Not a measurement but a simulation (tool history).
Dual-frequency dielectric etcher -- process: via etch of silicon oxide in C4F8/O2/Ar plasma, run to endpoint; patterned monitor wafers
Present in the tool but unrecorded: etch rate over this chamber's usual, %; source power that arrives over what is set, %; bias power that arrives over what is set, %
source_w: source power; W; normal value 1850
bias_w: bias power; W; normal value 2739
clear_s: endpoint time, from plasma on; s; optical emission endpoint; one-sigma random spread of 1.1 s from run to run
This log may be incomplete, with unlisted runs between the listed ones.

| run | hour | source_w | bias_w | wafers since the last listed run | hours since the last wet clean | hours since the last source power generator calibration | hours since the last bias power generator calibration | hours since the last upper electrode change | incoming incoming film thickness, nm | clear_s |
|---|---|---|---|---|---|---|---|---|---|---|
| 1 | 0 | 1850 | 2739 | 0 | 470.2 | 982 | 3134.1 | 4565.6 | 1374.4 | 258.1 |
| 2 | 68.2 | 1850 | 2739 | 467 | 538.4 | 1050.2 | 3202.3 | 4633.8 | 1374.2 | 259 |
| 3 | 137.4 | 1850 | 2739 | 474 | 607.6 | 1119.4 | 3271.5 | 4703 | 1383 | 259.2 |
| 4 | 309.8 | 1850 | 2739 | 1182 | 780 | 1291.8 | 3443.9 | 4875.4 | 1380.8 | 257.5 |
|  | 355.3 | wet clean of the chamber |
| 5 | 410.2 | 1850 | 2739 | 523 | 54.9 | 1392.2 | 3544.3 | 4975.8 | 1370.6 | 257.3 |
| 6 | 471.5 | 1850 | 2739 | 420 | 116.2 | 1453.5 | 3605.6 | 5037.1 | 1365.8 | 258.6 |
| 7 | 535.7 | 1850 | 2739 | 440 | 180.4 | 1517.7 | 3669.8 | 5101.3 | 1378.7 | 259.5 |
| 8 | 596.3 | 1850 | 2739 | 415 | 241 | 1578.3 | 3730.4 | 5161.9 | 1388.9 | 262.7 |
| 9 | 679.2 | 1850 | 2739 | 568 | 323.9 | 1661.2 | 3813.3 | 5244.8 | 1376.3 | 258.3 |
|  | 756.2 | upper electrode replaced |
| 10 | 756.7 | 1850 | 2739 | 366 | 401.4 | 1738.7 | 3890.8 | 0.5 | 1371.8 | 256 |
| 11 | 828.5 | 1850 | 2739 | 492 | 473.2 | 1810.5 | 3962.6 | 72.3 | 1367.3 | 256.3 |
| 12 | 886.1 | 2060 | 2317 | 395 | 530.8 | 1868.1 | 4020.2 | 129.9 | 1375.3 | 261.9 |
|  | 900.2 | source power generator calibrated |
| 13 | 964.2 | 1550 | 3347 | 508 | 608.9 | 64 | 4098.3 | 208 | 1377.9 | 261.5 |
| 14 | 1024.1 | 2060 | 2739 | 410 | 668.8 | 123.9 | 4158.2 | 267.9 | 1373.7 | 244.1 |
| 15 | 1119.1 | 2060 | 2739 | 651 | 763.8 | 218.9 | 4253.2 | 362.9 | 1381.8 | 247.8 |
|  | 1132.6 | bias power generator calibrated |
| 16 | 1224 | 2010 | 3137 | 691 | 868.7 | 323.8 | 91.4 | 467.8 | 1373.1 | 236.6 |
|  | 1397.5 | wet clean of the chamber |
| 17 | 1505.3 | 1660 | 2065 | 1764 | 107.8 | 605.1 | 372.7 | 749.1 | 1371.7 | 299.2 |
| 18 | 1794.5 | 1850 | 2739 | 1983 | 397 | 894.3 | 661.9 | 1038.3 | 1369 | 257.1 |
| 19 | 1896.6 | 1520 | 2739 | 700 | 499.1 | 996.4 | 764 | 1140.4 | 1368.5 | 282.2 |
| 20 | 1989.2 | 1490 | 2280 | 635 | 591.7 | 1089 | 856.6 | 1233 | 1375.8 | 302.9 |
| 21 | 2051.3 | 1610 | 3111 | 425 | 653.8 | 1151.1 | 918.7 | 1295.1 | 1370.6 | 262.5 |
| 22 | 2092 | 1610 | 3111 | 279 | 694.5 | 1191.8 | 959.4 | 1335.8 | 1367.5 | 260.3 |
| 23 | 2182.7 | 1710 | 2149 | 621 | 785.2 | 1282.5 | 1050.1 | 1426.5 | 1365.8 | 290 |
| 24 | 2262.3 | 1850 | 2739 | 545 | 864.8 | 1362.1 | 1129.7 | 1506.1 | 1373.3 | 255.9 |
|  | 2458.5 | wet clean of the chamber |
|  | 2536.1 | source power generator calibrated |
| 25 | 2571.3 | 1610 | 3111 | 1927 | 112.8 | 35.2 | 1438.7 | 1815.1 | 1381.4 | 264 |
| 26 | 2645.6 | 1470 | 2739 | 509 | 187.1 | 109.5 | 1513 | 1889.4 | 1364.9 | 284.2 |
| 27 | 2734.3 | 1850 | 2739 | 608 | 275.8 | 198.2 | 1601.7 | 1978.1 | 1377.2 | 258.2 |
| 28 | 2841.4 | 1510 | 2132 | 734 | 382.9 | 305.3 | 1708.8 | 2085.2 | 1384.8 | 307.2 |
| 29 | 2881.2 | 2290 | 2739 | 272 | 422.7 | 345.1 | 1748.6 | 2125 | 1386.3 | 237.3 |
| 30 | 2918.7 | 1850 | 2739 | 257 | 460.2 | 382.6 | 1786.1 | 2162.5 | 1369 | 257.7 |
| 31 | 3242.3 | 2290 | 3009 | 2219 | 783.8 | 706.2 | 2109.7 | 2486.1 | 1388.4 | 228.7 |
| 32 | 3301.4 | 1850 | 2739 | 405 | 842.9 | 765.3 | 2168.8 | 2545.2 | 1377.3 | 258.9 |
|  | 3347.7 | wet clean of the chamber |
| 33 | 3390.6 | 1850 | 2997 | 447 | 42.9 | 854.5 | 2258 | 2634.4 | 1375.9 | 249.8 |
| 34 | 3434.1 | 2080 | 3174 | 298 | 86.4 | 898 | 2301.5 | 2677.9 | 1384 | 233.9 |
| 35 | 3693.4 | 1690 | 2557 | 1778 | 345.7 | 1157.3 | 2560.8 | 2937.2 | 1368.8 | 275.6 |

Hidden condition of the tool, last listed run before each entry between runs versus first listed run after:
Logged between run 4 and run 5: wet clean of the chamber (hour 355.3)
  no difference in the tool's unlogged condition between these two runs
Logged between run 9 and run 10: upper electrode replaced (hour 756.2)
  no difference in the tool's unlogged condition between these two runs
Logged between run 12 and run 13: source power generator calibrated (hour 900.2)
  no difference in the tool's unlogged condition between these two runs
Logged between run 15 and run 16: bias power generator calibrated (hour 1132.6)
  no difference in the tool's unlogged condition between these two runs
Logged between run 16 and run 17: wet clean of the chamber (hour 1397.5)
  no difference in the tool's unlogged condition between these two runs
Logged between run 24 and run 25: wet clean of the chamber (hour 2458.5); source power generator calibrated (hour 2536.1)
  no difference in the tool's unlogged condition between these two runs
Logged between run 32 and run 33: wet clean of the chamber (hour 3347.7)
  no difference in the tool's unlogged condition between these two runs
